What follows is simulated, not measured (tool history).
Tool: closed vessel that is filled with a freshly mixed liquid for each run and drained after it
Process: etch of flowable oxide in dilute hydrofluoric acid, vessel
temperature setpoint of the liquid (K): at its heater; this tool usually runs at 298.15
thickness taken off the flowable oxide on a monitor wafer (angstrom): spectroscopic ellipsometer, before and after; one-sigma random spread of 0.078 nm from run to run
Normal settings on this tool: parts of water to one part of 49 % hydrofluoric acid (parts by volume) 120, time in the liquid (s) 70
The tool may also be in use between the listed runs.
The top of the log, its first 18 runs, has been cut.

run	hour	temperature setpoint of the liquid (K)	parts of water to one part of 49 % hydrofluoric acid (parts by volume)	time in the liquid (s)	wafers since the last listed run	hours since the thermometer was replaced	hours since the hydrofluoric acid flow meter was replaced	hours since the gauge calibration	read-back film thickness of the flowable oxide reference wafer, read on the same gauge (nm)	thickness taken off the flowable oxide on a monitor wafer (angstrom)
19	1348.6	301.65	150	70	7950	695.1	441.1	1089.6	50.01	175.3
20	1411.6	298.15	120	70	6530	758.1	504.1	1152.6	49.99	200.0
21	1507.6	296.15	135	70	9951	854.1	600.1	1248.6	50.01	163.0
22	1580.2	295.65	135	95	7525	926.7	672.7	1321.2	50.02	215.9
23	1629.0	298.15	120	60	5058	975.5	721.5	1370.0	50.00	172.4
24	1735.5	295.65	150	45	11039	1082.0	828.0	1476.5	50.00	91.5
25	1799.9	298.15	120	80	6675	1146.4	892.4	1540.9	49.98	232.7
26	1851.2	298.15	120	70	5317	1197.7	943.7	1592.2	50.00	203.1
27	1913.2	298.15	155	40	6426	1259.7	1005.7	1654.2	50.02	86.5
28	1976.4	298.15	120	50	6551	1322.9	1068.9	1717.4	50.00	144.6
29	2025.8	298.15	85	70	5120	1372.3	1118.3	1766.8	50.01	303.7
30	2128.7	298.15	120	40	10666	1475.2	1221.2	1869.7	50.03	117.0
31	2176.6	298.15	120	70	4965	1523.1	1269.1	1917.6	50.02	204.9
32	2296.4	298.15	120	70	12418	1642.9	1388.9	2037.4	50.02	204.9

Here are 5 independent what-if runs from the current tool condition. What would each one return?
A	2297.1	298.15	120	70	72	1643.6	1389.6	2038.1	?	?
B	2297.1	300.15	75	85	72	1643.6	1389.6	2038.1	?	?
C	2297.1	298.15	155	70	72	1643.6	1389.6	2038.1	?	?
D	2297.1	296.65	175	110	72	1643.6	1389.6	2038.1	?	?
E	2297.1	302.15	60	90	72	1643.6	1389.6	2038.1	?	?

run	read-back film thickness of the flowable oxide reference wafer, read on the same gauge (nm)	thickness taken off the flowable oxide on a monitor wafer (angstrom)
A	50.03	205.0
B	50.03	456.8
C	50.03	152.1
D	50.03	195.5
E	50.03	667.9
Stripped of hidden state, with their random variation kept, the same runs would have yielded:
run	thickness taken off the flowable oxide on a monitor wafer (angstrom)
A	195.8
B	436.0
C	145.4
D	187.0
E	637.6
